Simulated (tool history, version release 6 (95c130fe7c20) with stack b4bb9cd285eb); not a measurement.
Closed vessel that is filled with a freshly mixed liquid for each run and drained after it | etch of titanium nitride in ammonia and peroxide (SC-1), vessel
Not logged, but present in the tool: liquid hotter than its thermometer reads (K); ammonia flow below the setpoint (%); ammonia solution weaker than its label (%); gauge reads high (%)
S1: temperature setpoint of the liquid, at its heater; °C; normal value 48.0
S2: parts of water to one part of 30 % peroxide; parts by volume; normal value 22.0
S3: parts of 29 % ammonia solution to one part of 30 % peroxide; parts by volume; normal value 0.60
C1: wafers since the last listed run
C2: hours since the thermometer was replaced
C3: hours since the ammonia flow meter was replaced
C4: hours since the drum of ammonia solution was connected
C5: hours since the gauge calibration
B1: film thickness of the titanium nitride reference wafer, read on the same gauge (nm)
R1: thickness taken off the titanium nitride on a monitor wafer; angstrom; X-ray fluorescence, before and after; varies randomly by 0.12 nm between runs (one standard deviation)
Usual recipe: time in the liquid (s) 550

{"run": 1, "hour": 0.0, "S1": 48.0, "S2": 22.0, "S3": 0.6, "time in the liquid (s)": 550, "C1": 0, "C2": 1931.4, "C3": 1078.6, "C4": 834.3, "C5": 1918.8, "B1": 90.03, "R1": 263.0}
{"run": 2, "hour": 104.8, "S1": 48.0, "S2": 18.5, "S3": 0.6, "time in the liquid (s)": 550, "C1": 9195, "C2": 2036.2, "C3": 1183.4, "C4": 939.1, "C5": 2023.6, "B1": 90.0, "R1": 289.1}
{"run": 3, "hour": 208.9, "S1": 48.0, "S2": 18.5, "S3": 0.6, "time in the liquid (s)": 550, "C1": 9133, "C2": 2140.3, "C3": 1287.5, "C4": 1043.2, "C5": 2127.7, "B1": 90.0, "R1": 289.7}
{"run": 4, "hour": 316.8, "S1": 48.0, "S2": 22.0, "S3": 0.6, "time in the liquid (s)": 550, "C1": 9467, "C2": 2248.2, "C3": 1395.4, "C4": 1151.1, "C5": 2235.6, "B1": 90.02, "R1": 262.9}
{"hour": 350.5, "done": "new drum of ammonia solution connected"}
{"run": 5, "hour": 399.3, "S1": 48.0, "S2": 22.0, "S3": 0.6, "time in the liquid (s)": 550, "C1": 7150, "C2": 2330.7, "C3": 1477.9, "C4": 48.8, "C5": 2318.1, "B1": 90.01, "R1": 264.6}
{"hour": 400.5, "done": "gauge calibrated"}
{"run": 6, "hour": 478.9, "S1": 48.0, "S2": 22.0, "S3": 0.6, "time in the liquid (s)": 550, "C1": 6984, "C2": 2410.3, "C3": 1557.5, "C4": 128.4, "C5": 78.4, "B1": 89.98, "R1": 264.7}
{"run": 7, "hour": 516.0, "S1": 44.0, "S2": 22.0, "S3": 0.6, "time in the liquid (s)": 310, "C1": 3255, "C2": 2447.4, "C3": 1594.6, "C4": 165.5, "C5": 115.5, "B1": 90.03, "R1": 112.7}
{"run": 8, "hour": 594.8, "S1": 48.0, "S2": 22.0, "S3": 0.6, "time in the liquid (s)": 375, "C1": 6913, "C2": 2526.2, "C3": 1673.4, "C4": 244.3, "C5": 194.3, "B1": 90.0, "R1": 179.4}
{"hour": 609.1, "done": "thermometer replaced"}
{"run": 9, "hour": 631.4, "S1": 41.5, "S2": 27.0, "S3": 0.4, "time in the liquid (s)": 780, "C1": 3123, "C2": 22.3, "C3": 1710.0, "C4": 280.9, "C5": 230.9, "B1": 89.99, "R1": 187.6}
{"hour": 696.0, "done": "ammonia flow meter replaced"}
{"run": 10, "hour": 696.4, "S1": 48.0, "S2": 22.0, "S3": 0.6, "time in the liquid (s)": 830, "C1": 5615, "C2": 87.3, "C3": 0.4, "C4": 345.9, "C5": 295.9, "B1": 89.99, "R1": 394.6}
{"run": 11, "hour": 781.7, "S1": 42.0, "S2": 14.0, "S3": 0.6, "time in the liquid (s)": 550, "C1": 7484, "C2": 172.6, "C3": 85.7, "C4": 431.2, "C5": 381.2, "B1": 90.02, "R1": 217.0}
{"run": 12, "hour": 847.9, "S1": 42.0, "S2": 14.0, "S3": 0.6, "time in the liquid (s)": 550, "C1": 5808, "C2": 238.8, "C3": 151.9, "C4": 497.4, "C5": 447.4, "B1": 89.98, "R1": 218.2}
{"run": 13, "hour": 916.4, "S1": 48.0, "S2": 22.0, "S3": 0.6, "time in the liquid (s)": 550, "C1": 6010, "C2": 307.3, "C3": 220.4, "C4": 565.9, "C5": 515.9, "B1": 90.02, "R1": 261.4}
{"run": 14, "hour": 979.0, "S1": 54.5, "S2": 22.0, "S3": 0.45, "time in the liquid (s)": 550, "C1": 5492, "C2": 369.9, "C3": 283.0, "C4": 628.5, "C5": 578.5, "B1": 89.99, "R1": 385.9}
{"run": 15, "hour": 1032.9, "S1": 57.5, "S2": 22.0, "S3": 0.6, "time in the liquid (s)": 550, "C1": 4729, "C2": 423.8, "C3": 336.9, "C4": 682.4, "C5": 632.4, "B1": 90.01, "R1": 503.8}
{"run": 16, "hour": 1102.7, "S1": 48.0, "S2": 22.0, "S3": 0.6, "time in the liquid (s)": 550, "C1": 6124, "C2": 493.6, "C3": 406.7, "C4": 752.2, "C5": 702.2, "B1": 89.99, "R1": 261.9}
{"run": 17, "hour": 1205.0, "S1": 48.0, "S2": 22.0, "S3": 0.8, "time in the liquid (s)": 550, "C1": 8975, "C2": 595.9, "C3": 509.0, "C4": 854.5, "C5": 804.5, "B1": 90.0, "R1": 276.0}
{"run": 18, "hour": 1294.0, "S1": 48.0, "S2": 22.0, "S3": 0.6, "time in the liquid (s)": 750, "C1": 7808, "C2": 684.9, "C3": 598.0, "C4": 943.5, "C5": 893.5, "B1": 90.0, "R1": 355.9}
{"run": 19, "hour": 1441.2, "S1": 44.0, "S2": 12.0, "S3": 0.45, "time in the liquid (s)": 655, "C1": 12915, "C2": 832.1, "C3": 745.2, "C4": 1090.7, "C5": 1040.7, "B1": 89.96, "R1": 312.1}
{"hour": 1512.5, "done": "new drum of ammonia solution connected"}
{"run": 20, "hour": 1736.5, "S1": 53.0, "S2": 31.5, "S3": 0.6, "time in the liquid (s)": 375, "C1": 25821, "C2": 1127.4, "C3": 1040.5, "C4": 224.0, "C5": 1336.0, "B1": 90.02, "R1": 204.8}
{"run": 21, "hour": 2055.5, "S1": 48.0, "S2": 22.0, "S3": 0.6, "time in the liquid (s)": 550, "C1": 27988, "C2": 1446.4, "C3": 1359.5, "C4": 543.0, "C5": 1655.0, "B1": 90.01, "R1": 260.8}
{"run": 22, "hour": 2143.1, "S1": 57.0, "S2": 22.0, "S3": 0.7, "time in the liquid (s)": 550, "C1": 7685, "C2": 1534.0, "C3": 1447.1, "C4": 630.6, "C5": 1742.6, "B1": 89.99, "R1": 498.5}
{"run": 23, "hour": 2204.5, "S1": 56.5, "S2": 22.0, "S3": 0.4, "time in the liquid (s)": 550, "C1": 5387, "C2": 1595.4, "C3": 1508.5, "C4": 692.0, "C5": 1804.0, "B1": 89.98, "R1": 438.2}
{"run": 24, "hour": 2294.2, "S1": 48.0, "S2": 30.5, "S3": 0.45, "time in the liquid (s)": 275, "C1": 7870, "C2": 1685.1, "C3": 1598.2, "C4": 781.7, "C5": 1893.7, "B1": 90.01, "R1": 102.9}
{"run": 25, "hour": 2355.6, "S1": 48.0, "S2": 32.5, "S3": 0.45, "time in the liquid (s)": 250, "C1": 5387, "C2": 1746.5, "C3": 1659.6, "C4": 843.1, "C5": 1955.1, "B1": 89.97, "R1": 90.4}
{"run": 26, "hour": 2411.6, "S1": 48.0, "S2": 22.0, "S3": 0.6, "time in the liquid (s)": 550, "C1": 4913, "C2": 1802.5, "C3": 1715.6, "C4": 899.1, "C5": 2011.1, "B1": 89.98, "R1": 261.2}
{"run": 27, "hour": 2559.3, "S1": 48.0, "S2": 22.0, "S3": 0.6, "time in the liquid (s)": 550, "C1": 12959, "C2": 1950.2, "C3": 1863.3, "C4": 1046.8, "C5": 2158.8, "B1": 90.04, "R1": 263.8}

Each row is a separate what-if for the run after 27, all from the same tool condition, not one after another. Results?
{"run": "A", "hour": 2560.1, "S1": 48.0, "S2": 17.0, "S3": 0.6, "time in the liquid (s)": 550, "C1": 70, "C2": 1951.0, "C3": 1864.1, "C4": 1047.6, "C5": 2159.6, "B1": "?", "R1": "?"}
{"run": "B", "hour": 2560.1, "S1": 55.5, "S2": 18.0, "S3": 0.35, "time in the liquid (s)": 390, "C1": 70, "C2": 1951.0, "C3": 1864.1, "C4": 1047.6, "C5": 2159.6, "B1": "?", "R1": "?"}
{"run": "C", "hour": 2560.1, "S1": 39.0, "S2": 29.5, "S3": 0.5, "time in the liquid (s)": 320, "C1": 70, "C2": 1951.0, "C3": 1864.1, "C4": 1047.6, "C5": 2159.6, "B1": "?", "R1": "?"}
{"run": "D", "hour": 2560.1, "S1": 48.0, "S2": 22.0, "S3": 0.5, "time in the liquid (s)": 550, "C1": 70, "C2": 1951.0, "C3": 1864.1, "C4": 1047.6, "C5": 2159.6, "B1": "?", "R1": "?"}

run=A B1=89.99 R1=299.3
run=B B1=89.99 R1=311.4
run=C B1=89.99 R1=64.3
run=D B1=89.99 R1=250.6
Take away the tool's hidden state, keep each run's random variation, and the runs would have read:
run=A R1=299.4
run=B R1=312.1
run=C R1=64.3
run=D R1=250.9
